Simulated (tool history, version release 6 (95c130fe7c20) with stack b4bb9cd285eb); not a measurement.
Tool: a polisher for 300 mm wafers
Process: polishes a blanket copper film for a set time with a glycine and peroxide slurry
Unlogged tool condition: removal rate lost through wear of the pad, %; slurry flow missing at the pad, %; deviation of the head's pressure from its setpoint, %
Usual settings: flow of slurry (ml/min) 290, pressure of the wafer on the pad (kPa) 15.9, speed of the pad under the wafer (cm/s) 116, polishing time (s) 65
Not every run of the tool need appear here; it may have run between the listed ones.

run,day,flow of slurry (ml/min),pressure of the wafer on the pad (kPa),speed of the pad under the wafer (cm/s),polishing time (s),wafers since the last listed run,wafers polished on this pad,hours since the slurry nozzle was cleaned,hours since the head pressure was calibrated,"incoming thickness of the incoming film, nm",film removed (angstrom)
1,0.000,260,15.9,116,65,0,590,28.7,962.8,1030.8,2949
2,2.700,260,15.9,116,65,370,961,93.5,1027.6,1021.5,2831
# day 4.592: worn pad replaced by a new one
3,6.417,260,15.9,116,65,486,250,182.7,1116.8,1033.5,2970
4,10.621,290,12.4,116,65,576,827,283.6,1217.7,1045.0,2333
5,14.962,290,12.4,116,65,595,1422,387.8,1321.9,1031.3,2191
# day 15.600: worn pad replaced by a new one
6,16.888,290,12.4,116,65,241,176,434.0,1368.1,1021.6,2392
# day 17.667: slurry nozzle cleaned
7,18.471,365,15.9,116,70,211,388,19.3,1406.1,1016.9,3145
8,22.950,290,15.9,116,65,614,1002,126.8,1513.6,1010.2,2675
# day 23.250: head pressure recalibrated
# day 24.971: worn pad replaced by a new one
9,27.296,255,19.3,148,65,561,318,231.1,97.1,1009.0,4501
10,31.629,245,11.0,116,47,594,913,335.1,201.1,1031.5,1691
11,34.250,255,19.3,148,65,359,1272,398.0,264.0,1041.3,4155
# day 36.258: worn pad replaced by a new one
12,37.829,345,15.9,116,65,468,215,483.9,349.9,1020.2,3248
# day 38.833: slurry nozzle cleaned
13,42.279,245,15.9,116,65,604,820,82.7,456.7,1040.1,3032
14,44.204,215,15.9,116,73,264,1084,128.9,502.9,1033.4,3201
15,47.396,385,15.9,116,65,437,1521,205.5,579.5,1038.9,2957
# day 47.733: worn pad replaced by a new one
16,51.354,290,15.9,116,65,520,496,300.5,674.5,1025.2,3205

Forecast each of these 3 alternatives for the next run:
A,51.371,290,15.9,104,65,2,498,300.9,674.9,1037.3,?
B,51.371,220,13.8,126,65,2,498,300.9,674.9,1037.3,?
C,51.371,290,15.9,116,53,2,498,300.9,674.9,1037.3,?

run,film removed (angstrom)
A,2891
B,2805
C,2513
Stripped of hidden state, with their random variation kept, the same runs would have yielded:
run,film removed (angstrom)
A,3094
B,3003
C,2691
